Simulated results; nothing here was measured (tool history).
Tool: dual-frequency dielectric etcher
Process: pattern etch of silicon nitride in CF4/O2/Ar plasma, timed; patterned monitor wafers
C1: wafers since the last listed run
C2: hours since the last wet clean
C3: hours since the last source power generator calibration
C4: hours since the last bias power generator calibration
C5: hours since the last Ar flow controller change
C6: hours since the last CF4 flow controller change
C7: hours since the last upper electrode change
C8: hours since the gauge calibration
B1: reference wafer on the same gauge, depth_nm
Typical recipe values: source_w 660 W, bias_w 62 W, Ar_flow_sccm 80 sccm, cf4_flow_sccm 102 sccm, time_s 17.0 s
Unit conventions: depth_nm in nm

run 1 day=0.000 | source_w=660 bias_w=62 Ar_flow_sccm=80 cf4_flow_sccm=102 time_s=17.0 | C1=0 C2=544.3 C3=1061.3 C4=3256.8 C5=5828.7 C6=0.5 C7=3843.3 C8=1636.1 | B1=48.12 | depth_nm=48.68
run 2 day=1.412 | source_w=660 bias_w=62 Ar_flow_sccm=80 cf4_flow_sccm=102 time_s=17.0 | C1=407 C2=578.2 C3=1095.2 C4=3290.7 C5=5862.6 C6=34.4 C7=3877.2 C8=1670.0 | B1=48.18 | depth_nm=49.24
-- day=4.017 wet clean of the chamber
run 3 day=4.038 | source_w=660 bias_w=62 Ar_flow_sccm=80 cf4_flow_sccm=102 time_s=17.0 | C1=469 C2=0.5 C3=1158.2 C4=3353.7 C5=5925.6 C6=97.4 C7=3940.2 C8=1733.0 | B1=48.16 | depth_nm=51.80
run 4 day=5.350 | source_w=660 bias_w=62 Ar_flow_sccm=80 cf4_flow_sccm=102 time_s=17.0 | C1=379 C2=32.0 C3=1189.7 C4=3385.2 C5=5957.1 C6=128.9 C7=3971.7 C8=1764.5 | B1=48.20 | depth_nm=51.11
run 5 day=7.067 | source_w=660 bias_w=62 Ar_flow_sccm=80 cf4_flow_sccm=102 time_s=17.0 | C1=495 C2=73.2 C3=1230.9 C4=3426.4 C5=5998.3 C6=170.1 C7=4012.9 C8=1805.7 | B1=48.18 | depth_nm=50.84
-- day=12.162 Ar flow controller replaced
run 6 day=12.258 | source_w=660 bias_w=54 Ar_flow_sccm=74 cf4_flow_sccm=102 time_s=17.0 | C1=1427 C2=197.8 C3=1355.5 C4=3551.0 C5=2.3 C6=294.7 C7=4137.5 C8=1930.3 | B1=48.13 | depth_nm=49.59
-- day=13.238 gauge calibrated
run 7 day=15.008 | source_w=660 bias_w=62 Ar_flow_sccm=80 cf4_flow_sccm=102 time_s=13.5 | C1=794 C2=263.8 C3=1421.5 C4=3617.0 C5=68.3 C6=360.7 C7=4203.5 C8=42.5 | B1=48.15 | depth_nm=40.48
run 8 day=16.592 | source_w=780 bias_w=62 Ar_flow_sccm=80 cf4_flow_sccm=102 time_s=17.0 | C1=457 C2=301.8 C3=1459.5 C4=3655.0 C5=106.3 C6=398.7 C7=4241.5 C8=80.5 | B1=48.27 | depth_nm=60.13
run 9 day=17.992 | source_w=770 bias_w=62 Ar_flow_sccm=80 cf4_flow_sccm=102 time_s=21.5 | C1=404 C2=335.4 C3=1493.1 C4=3688.6 C5=139.9 C6=432.3 C7=4275.1 C8=114.1 | B1=48.29 | depth_nm=75.02
run 10 day=22.246 | source_w=660 bias_w=62 Ar_flow_sccm=80 cf4_flow_sccm=102 time_s=17.0 | C1=1228 C2=437.5 C3=1595.2 C4=3790.7 C5=242.0 C6=534.4 C7=4377.2 C8=216.2 | B1=48.23 | depth_nm=50.60
-- day=24.621 upper electrode replaced
-- day=28.079 source power generator calibrated
run 11 day=29.825 | source_w=540 bias_w=67 Ar_flow_sccm=80 cf4_flow_sccm=113 time_s=22.0 | C1=1852 C2=619.4 C3=41.9 C4=3972.6 C5=423.9 C6=716.3 C7=124.9 C8=398.1 | B1=48.12 | depth_nm=52.06
run 12 day=31.825 | source_w=660 bias_w=62 Ar_flow_sccm=87 cf4_flow_sccm=116 time_s=17.0 | C1=577 C2=667.4 C3=89.9 C4=4020.6 C5=471.9 C6=764.3 C7=172.9 C8=446.1 | B1=48.15 | depth_nm=47.78
-- day=33.621 bias power generator calibrated
-- day=34.604 wet clean of the chamber
run 13 day=34.625 | source_w=660 bias_w=72 Ar_flow_sccm=70 cf4_flow_sccm=102 time_s=12.0 | C1=476 C2=0.5 C3=157.1 C4=24.1 C5=539.1 C6=831.5 C7=240.1 C8=513.3 | B1=48.20 | depth_nm=38.17
run 14 day=37.008 | source_w=660 bias_w=62 Ar_flow_sccm=80 cf4_flow_sccm=124 time_s=15.0 | C1=688 C2=57.7 C3=214.3 C4=81.3 C5=596.3 C6=888.7 C7=297.3 C8=570.5 | B1=48.25 | depth_nm=45.04
run 15 day=39.654 | source_w=660 bias_w=62 Ar_flow_sccm=80 cf4_flow_sccm=102 time_s=17.0 | C1=764 C2=121.2 C3=277.8 C4=144.8 C5=659.8 C6=952.2 C7=360.8 C8=634.0 | B1=48.21 | depth_nm=49.91
run 16 day=42.021 | source_w=660 bias_w=62 Ar_flow_sccm=80 cf4_flow_sccm=102 time_s=17.0 | C1=683 C2=178.0 C3=334.6 C4=201.6 C5=716.6 C6=1009.0 C7=417.6 C8=690.8 | B1=48.16 | depth_nm=49.84
run 17 day=43.388 | source_w=660 bias_w=54 Ar_flow_sccm=80 cf4_flow_sccm=120 time_s=17.0 | C1=394 C2=210.8 C3=367.4 C4=234.4 C5=749.4 C6=1041.8 C7=450.4 C8=723.6 | B1=48.21 | depth_nm=49.04
run 18 day=46.229 | source_w=740 bias_w=62 Ar_flow_sccm=93 cf4_flow_sccm=120 time_s=17.0 | C1=820 C2=279.0 C3=435.6 C4=302.6 C5=817.6 C6=1110.0 C7=518.6 C8=791.8 | B1=48.11 | depth_nm=55.32
run 19 day=49.067 | source_w=660 bias_w=62 Ar_flow_sccm=89 cf4_flow_sccm=102 time_s=17.0 | C1=819 C2=347.1 C3=503.7 C4=370.7 C5=885.7 C6=1178.1 C7=586.7 C8=859.9 | B1=48.16 | depth_nm=48.82
run 20 day=50.317 | source_w=660 bias_w=62 Ar_flow_sccm=80 cf4_flow_sccm=102 time_s=17.0 | C1=361 C2=377.1 C3=533.7 C4=400.7 C5=915.7 C6=1208.1 C7=616.7 C8=889.9 | B1=48.15 | depth_nm=49.72

Here are 5 independent what-if runs from the current tool condition. What would each one return?
run A day=50.333 | source_w=660 bias_w=62 Ar_flow_sccm=80 cf4_flow_sccm=102 time_s=17.0 | C1=4 C2=377.5 C3=534.1 C4=401.1 C5=916.1 C6=1208.5 C7=617.1 C8=890.3 | B1=? | depth_nm=?
run B day=50.333 | source_w=660 bias_w=68 Ar_flow_sccm=80 cf4_flow_sccm=102 time_s=13.5 | C1=4 C2=377.5 C3=534.1 C4=401.1 C5=916.1 C6=1208.5 C7=617.1 C8=890.3 | B1=? | depth_nm=?
run C day=50.333 | source_w=600 bias_w=62 Ar_flow_sccm=80 cf4_flow_sccm=102 time_s=12.0 | C1=4 C2=377.5 C3=534.1 C4=401.1 C5=916.1 C6=1208.5 C7=617.1 C8=890.3 | B1=? | depth_nm=?
run D day=50.333 | source_w=660 bias_w=53 Ar_flow_sccm=80 cf4_flow_sccm=87 time_s=15.0 | C1=4 C2=377.5 C3=534.1 C4=401.1 C5=916.1 C6=1208.5 C7=617.1 C8=890.3 | B1=? | depth_nm=?
run E day=50.333 | source_w=660 bias_w=62 Ar_flow_sccm=74 cf4_flow_sccm=120 time_s=17.0 | C1=4 C2=377.5 C3=534.1 C4=401.1 C5=916.1 C6=1208.5 C7=617.1 C8=890.3 | B1=? | depth_nm=?

run=A B1=48.31 depth_nm=49.60
run=B B1=48.31 depth_nm=40.54
run=C B1=48.31 depth_nm=31.63
run=D B1=48.31 depth_nm=40.92
run=E B1=48.31 depth_nm=51.10
Stripped of hidden state, with their random variation kept, the same runs would have yielded:
run=A depth_nm=49.77
run=B depth_nm=40.69
run=C depth_nm=31.74
run=D depth_nm=41.06
run=E depth_nm=51.27
